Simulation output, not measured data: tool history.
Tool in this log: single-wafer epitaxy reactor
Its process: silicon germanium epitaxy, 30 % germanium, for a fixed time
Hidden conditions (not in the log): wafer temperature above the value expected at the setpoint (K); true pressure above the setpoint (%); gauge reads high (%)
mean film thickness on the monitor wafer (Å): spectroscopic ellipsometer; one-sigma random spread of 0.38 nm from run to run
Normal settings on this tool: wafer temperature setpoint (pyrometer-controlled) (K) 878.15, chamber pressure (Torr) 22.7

run    hour  wafer temperature setpoint (pyrometer-controlled) (K)  chamber pressure (Torr)  wafers since the last listed run  hours since the last pyrometer calibration  hours since the last manometer calibration  hours since the showerhead was replaced  hours since the gauge calibration  read-back reference wafer on the same gauge, thickness_nm  mean film thickness on the monitor wafer (Å)
  1       0                                                 878.15                     22.7                                 0                                       539.5                                      2062.8                                   3291.8                             3263.3                                                     80.364                                        704.13
  2    46.3                                                 890.15                     22.7                               907                                       585.8                                      2109.1                                   3338.1                             3309.6                                                      80.52                                        878.81
  3     181                                                 878.15                       24                              2638                                       720.5                                      2243.8                                   3472.8                             3444.3                                                     80.428                                        720.84
  4   366.5                                                 878.15                       24                              3634                                         906                                      2429.3                                   3658.3                             3629.8                                                     80.497                                        713.13
  5   438.5                                                 878.15                     22.7                              1410                                         978                                      2501.3                                   3730.3                             3701.8                                                     80.298                                        712.35
  6     544                                                 878.15                     22.7                              2066                                      1083.5                                      2606.8                                   3835.8                             3807.3                                                     80.288                                        706.16
      596.1  -- gauge calibrated
  7   639.5                                                 878.15                     22.7                              1870                                        1179                                      2702.3                                   3931.3                               43.4                                                     80.345                                        718.49
      671.7  -- capacitance manometer re-zeroed and calibrated
  8   707.1                                                 878.15                     22.7                              1167                                      1246.6                                        35.4                                   3998.9                                111                                                      80.18                                        686.26
  9     801                                                 878.15                     22.7                              1839                                      1340.5                                       129.3                                   4092.8                              204.9                                                     80.309                                        686.64
 10   880.6                                                 878.15                     22.7                              1559                                      1420.1                                       208.9                                   4172.4                              284.5                                                     80.422                                        689.14
 11   943.2                                                 878.15                     22.7                              1226                                      1482.7                                       271.5                                     4235                              347.1                                                     80.464                                        684.87
 12  1011.3                                                 878.15                     19.3                              1334                                      1550.8                                       339.6                                   4303.1                              415.2                                                     80.393                                        660.22
 13  1106.1                                                 878.15                     19.3                              1857                                      1645.6                                       434.4                                   4397.9                                510                                                       80.4                                           658
 14  1173.9                                                 881.15                       27                              1328                                      1713.4                                       502.2                                   4465.7                              577.8                                                     80.377                                        766.39
     1233.2  -- pyrometer calibrated
     1256.5  -- showerhead replaced
 15    1257                                                 881.15                       27                              1314                                        23.8                                       585.3                                      0.5                              660.9                                                     80.347                                        775.52
 16  1314.8                                                 887.15                     22.7                              1132                                        81.6                                       643.1                                     58.3                              718.7                                                     80.278                                        824.14
 17  1415.1                                                 884.15                     24.9                              1964                                       181.9                                       743.4                                    158.6                                819                                                      80.41                                        801.59
 18    1503                                                 892.15                     18.2                              1722                                       269.8                                       831.3                                    246.5                              906.9                                                     80.524                                        850.98
 19  1559.1                                                 882.15                     19.9                              1099                                       325.9                                       887.4                                    302.6                                963                                                     80.629                                        712.36
 20    1657                                                 878.15                     22.7                              1917                                       423.8                                       985.3                                    400.5                             1060.9                                                     80.574                                        691.42
 21  1727.4                                                 878.15                       18                              1379                                       494.2                                      1055.7                                    470.9                             1131.3                                                     80.404                                        649.48
 22  1781.5                                                 863.15                     22.7                              1059                                       548.3                                      1109.8                                      525                             1185.4                                                     80.343                                        512.47
 23    1841                                                 869.15                     27.1                              1165                                       607.8                                      1169.3                                    584.5                             1244.9                                                     80.303                                        615.51
 24  1926.4                                                 878.15                       26                              1673                                       693.2                                      1254.7                                    669.9                             1330.3                                                     80.266                                        734.52
 25  2006.6                                                 886.15                     19.3                              1571                                       773.4                                      1334.9                                    750.1                             1410.5                                                     80.455                                        779.76
 26  2064.5                                                 878.15                     25.9                              1134                                       831.3                                      1392.8                                      808                             1468.4                                                     80.499                                        717.18
 27  2138.7                                                 871.15                     19.8                              1453                                       905.5                                        1467                                    882.2                             1542.6                                                     80.409                                        584.57
 28  2176.2                                                 886.15                     24.5                               734                                         943                                      1504.5                                    919.7                             1580.1                                                     80.443                                        833.78
 29  2279.9                                                 878.15                     22.7                              2031                                      1046.7                                      1608.2                                   1023.4                             1683.8                                                     80.339                                        695.32
 30  2382.5                                                 878.15                     22.7                              2010                                      1149.3                                      1710.8                                     1126                             1786.4                                                     80.465                                        700.66
 31  2471.7                                                 868.15                     20.7                              1747                                      1238.5                                        1800                                   1215.2                             1875.6                                                     80.409                                        565.89
 32  2531.1                                                 878.15                     22.7                              1163                                      1297.9                                      1859.4                                   1274.6                               1935                                                     80.286                                        702.88
 33  2574.2                                                 868.15                     26.2                               844                                        1341                                      1902.5                                   1317.7                             1978.1                                                      80.31                                        602.88
 34    2619                                                 874.15                     18.1                               877                                      1385.8                                      1947.3                                   1362.5                             2022.9                                                     80.193                                        607.79
 35  2713.4                                                 865.15                     26.8                              1849                                      1480.2                                      2041.7                                   1456.9                             2117.3                                                     80.501                                        569.78
 36  2800.5                                                 893.15                     20.2                              1706                                      1567.3                                      2128.8                                     1544                             2204.4                                                     80.232                                        906.92

List, for all runs, the conditions of the tool that the log does not record:
wafer temperature above the value expected at the setpoint (K): 0 at every run
gauge reads high (%): 0 at every run
H1: true pressure above the setpoint (%)
run       H1
  1      6.7
  2     6.85
  3     7.28
  4     7.86
  5     8.09
  6     8.43
  7     8.73
  8   -0.958
  9    -0.66
 10   -0.408
 11    -0.21
 12  0.00601
 13    0.306
 14    0.521
 15    0.784
 16    0.968
 17     1.29
 18     1.56
 19     1.74
 20     2.05
 21     2.27
 22     2.45
 23     2.63
 24     2.91
 25     3.16
 26     3.34
 27     3.58
 28      3.7
 29     4.03
 30     4.35
 31     4.63
 32     4.82
 33     4.96
 34      5.1
 35      5.4
 36     5.67

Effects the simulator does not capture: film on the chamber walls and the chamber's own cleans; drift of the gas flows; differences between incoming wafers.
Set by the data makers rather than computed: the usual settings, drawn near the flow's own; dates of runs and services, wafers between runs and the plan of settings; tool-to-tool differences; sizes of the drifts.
